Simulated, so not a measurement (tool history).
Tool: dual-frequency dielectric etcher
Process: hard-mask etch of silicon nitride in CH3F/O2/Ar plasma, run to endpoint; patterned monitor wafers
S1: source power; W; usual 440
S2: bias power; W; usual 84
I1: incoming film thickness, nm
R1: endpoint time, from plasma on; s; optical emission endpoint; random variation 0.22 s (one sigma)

run,hour,S1,S2,I1,R1
1,0,440,84,28.69,34.5
2,51.3,440,84,28.13,33.8
3,129.9,440,84,28.21,33.8
# hour 170.5: wet clean of the chamber
4,194.4,440,76,28.36,35.7
5,281.9,440,76,28.41,36
6,329.9,440,84,28.08,34.4
7,389.2,440,84,28.26,34.3
8,430.5,440,84,28.02,33.8
9,492.9,440,84,28.23,34.4
10,591.1,440,84,27.98,33.8
# hour 684.6: wet clean of the chamber
11,685.1,440,84,28.48,37.8
# hour 735.3: upper electrode replaced
12,772.8,410,96,28.42,37
13,827.1,370,84,28.15,39.4
14,926,370,84,28.1,39
15,975,440,69,28.34,39
# hour 1095: wet clean of the chamber, repeated, since the last time left the tool worse
16,1095.5,480,99,28.23,32
17,1127.3,440,84,28.16,34.8
18,1185.5,510,96,28.3,31.5
19,1257.5,330,75,28.31,39.8
20,1300.5,440,68,28.13,36.2
21,1408.4,400,68,27.89,37.3
22,1491.6,490,77,28.22,33.3
# hour 1516: bias power generator calibrated
# hour 1545.9: wet clean of the chamber
23,1568.3,520,75,28.03,33.3
# hour 1608.8: source power generator calibrated
24,1661.5,440,73,28.11,35.8
25,1747.6,440,98,28.52,33.4
26,1803.7,440,84,28.57,34.9
27,1862.6,440,84,27.95,33.7
28,1947.1,470,76,28.41,34.5
29,2003.3,440,103,28.09,31.7
# hour 2048.7: wet clean of the chamber
30,2069.6,440,84,28.36,34.4

What the log doesn't show, run by run:
source power that arrives over what is set, %: 0 in every run
bias power that arrives over what is set, %: 0 in every run
H1: etch rate over this chamber's usual, %
run,H1
1,2.45
2,2.83
3,3.42
4,-0.253
5,0.394
6,0.749
7,1.19
8,1.49
9,1.95
10,2.68
11,-6.9
12,-6.25
13,-5.85
14,-5.12
15,-4.76
16,-0.28
17,-0.0452
18,0.385
19,0.917
20,1.24
21,2.03
22,2.65
23,-0.33
24,0.359
25,0.996
26,1.41
27,1.85
28,2.47
29,2.89
30,0.0766
